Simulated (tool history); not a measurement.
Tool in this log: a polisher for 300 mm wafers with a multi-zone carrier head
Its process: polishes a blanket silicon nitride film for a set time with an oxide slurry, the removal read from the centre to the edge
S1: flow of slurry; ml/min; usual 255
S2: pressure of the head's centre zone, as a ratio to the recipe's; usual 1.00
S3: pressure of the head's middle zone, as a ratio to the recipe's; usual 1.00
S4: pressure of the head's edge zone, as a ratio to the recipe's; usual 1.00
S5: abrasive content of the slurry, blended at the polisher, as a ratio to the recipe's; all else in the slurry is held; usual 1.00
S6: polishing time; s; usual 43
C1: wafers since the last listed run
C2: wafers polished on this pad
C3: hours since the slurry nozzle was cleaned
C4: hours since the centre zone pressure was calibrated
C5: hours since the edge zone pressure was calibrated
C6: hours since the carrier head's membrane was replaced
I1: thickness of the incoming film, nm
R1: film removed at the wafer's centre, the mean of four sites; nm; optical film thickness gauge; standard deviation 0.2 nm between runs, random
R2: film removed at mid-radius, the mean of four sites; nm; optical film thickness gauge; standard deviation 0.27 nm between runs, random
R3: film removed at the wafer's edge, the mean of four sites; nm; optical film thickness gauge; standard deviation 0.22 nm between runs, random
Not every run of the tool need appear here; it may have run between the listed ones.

| run | hour | S1 | S2 | S3 | S4 | S5 | S6 | C1 | C2 | C3 | C4 | C5 | C6 | I1 | R1 | R2 | R3 |
|---|---|---|---|---|---|---|---|---|---|---|---|---|---|---|---|---|---|
| 1 | 0.0 | 255 | 1.00 | 1.00 | 1.00 | 1.00 | 43 | 0 | 803 | 463.4 | 633.8 | 176.3 | 861.1 | 316.5 | 18.0 | 19.4 | 18.9 |
|  | 17.2 | worn pad replaced by a new one |
| 2 | 35.9 | 255 | 1.00 | 1.09 | 1.00 | 1.00 | 43 | 358 | 209 | 499.3 | 669.7 | 212.2 | 897.0 | 306.9 | 18.0 | 21.1 | 19.5 |
| 3 | 53.4 | 255 | 1.00 | 1.00 | 1.00 | 1.00 | 43 | 196 | 406 | 516.8 | 687.2 | 229.7 | 914.5 | 313.8 | 18.2 | 19.3 | 19.0 |
| 4 | 75.9 | 255 | 1.00 | 1.00 | 1.00 | 1.00 | 43 | 252 | 658 | 539.3 | 709.7 | 252.2 | 937.0 | 304.7 | 17.6 | 19.0 | 19.4 |
|  | 94.6 | worn pad replaced by a new one |
| 5 | 104.2 | 255 | 1.00 | 1.00 | 1.00 | 1.00 | 43 | 272 | 107 | 567.6 | 738.0 | 280.5 | 965.3 | 308.6 | 18.2 | 19.9 | 19.5 |
| 6 | 116.7 | 255 | 1.00 | 1.00 | 1.00 | 1.00 | 43 | 140 | 247 | 580.1 | 750.5 | 293.0 | 977.8 | 314.1 | 18.1 | 19.6 | 19.5 |
| 7 | 131.7 | 255 | 1.00 | 1.00 | 1.00 | 1.00 | 43 | 168 | 416 | 595.1 | 765.5 | 308.0 | 992.8 | 307.2 | 17.7 | 19.5 | 19.2 |
| 8 | 157.7 | 255 | 0.97 | 1.00 | 1.00 | 1.00 | 43 | 291 | 708 | 621.1 | 791.5 | 334.0 | 1018.8 | 312.4 | 17.1 | 19.4 | 19.0 |
|  | 165.4 | worn pad replaced by a new one |
| 9 | 181.1 | 255 | 1.00 | 1.00 | 1.00 | 1.00 | 54 | 217 | 175 | 644.5 | 814.9 | 357.4 | 1042.2 | 306.7 | 22.5 | 24.8 | 24.4 |
|  | 207.1 | edge zone pressure recalibrated |
| 10 | 208.5 | 255 | 1.00 | 0.93 | 1.00 | 1.00 | 43 | 285 | 460 | 671.9 | 842.3 | 1.4 | 1069.6 | 314.5 | 17.6 | 17.9 | 19.1 |
| 11 | 221.7 | 255 | 1.00 | 1.00 | 1.00 | 1.00 | 43 | 148 | 608 | 685.1 | 855.5 | 14.6 | 1082.8 | 306.5 | 17.8 | 19.5 | 19.0 |
|  | 232.6 | worn pad replaced by a new one |
| 12 | 245.8 | 205 | 1.00 | 1.00 | 1.00 | 1.00 | 56 | 225 | 147 | 709.2 | 879.6 | 38.7 | 1106.9 | 312.4 | 22.9 | 25.6 | 25.3 |
|  | 260.3 | carrier head's membrane replaced by a new one |
| 13 | 281.4 | 325 | 0.95 | 1.08 | 1.00 | 1.00 | 55 | 343 | 491 | 744.8 | 915.2 | 74.3 | 21.1 | 309.5 | 21.7 | 26.8 | 24.9 |
|  | 300.6 | centre zone pressure recalibrated |
|  | 301.1 | worn pad replaced by a new one |
|  | 301.9 | slurry nozzle cleaned |
| 14 | 311.1 | 255 | 1.00 | 1.00 | 1.00 | 1.15 | 56 | 295 | 103 | 9.2 | 10.5 | 104.0 | 50.8 | 312.5 | 26.3 | 27.2 | 26.6 |
| 15 | 358.7 | 290 | 1.00 | 1.00 | 1.08 | 1.00 | 33 | 534 | 637 | 56.8 | 58.1 | 151.6 | 98.4 | 312.0 | 14.4 | 14.7 | 14.8 |
|  | 377.3 | worn pad replaced by a new one |
| 16 | 393.2 | 255 | 0.94 | 1.00 | 0.91 | 1.00 | 56 | 342 | 178 | 91.3 | 92.6 | 186.1 | 132.9 | 305.3 | 22.8 | 25.9 | 24.3 |

What was the tool's hidden state at every run in the log?
slurry flow missing at the pad, %: 0 at every run
deviation of the edge zone's pressure from its setpoint, %: 0 at every run
H1: removal rate lost through wear of the pad, %
H2: deviation of the centre zone's pressure from its setpoint, %
| run | H1 | H2 |
|---|---|---|
| 1 | 4.67 | -6.5 |
| 2 | 2.72 | -6.92 |
| 3 | 3.9 | -7.12 |
| 4 | 4.62 | -7.38 |
| 5 | 1.78 | -7.71 |
| 6 | 3.08 | -7.86 |
| 7 | 4.01 | -8.04 |
| 8 | 4.77 | -8.34 |
| 9 | 2.73 | -8.61 |
| 10 | 4.5 | -8.93 |
| 11 | 4.88 | -9.09 |
| 12 | 2.07 | -9.37 |
| 13 | 4.29 | -9.78 |
| 14 | 2.4 | -1.86 |
| 15 | 5.23 | -2.42 |
| 16 | 2.44 | -2.82 |

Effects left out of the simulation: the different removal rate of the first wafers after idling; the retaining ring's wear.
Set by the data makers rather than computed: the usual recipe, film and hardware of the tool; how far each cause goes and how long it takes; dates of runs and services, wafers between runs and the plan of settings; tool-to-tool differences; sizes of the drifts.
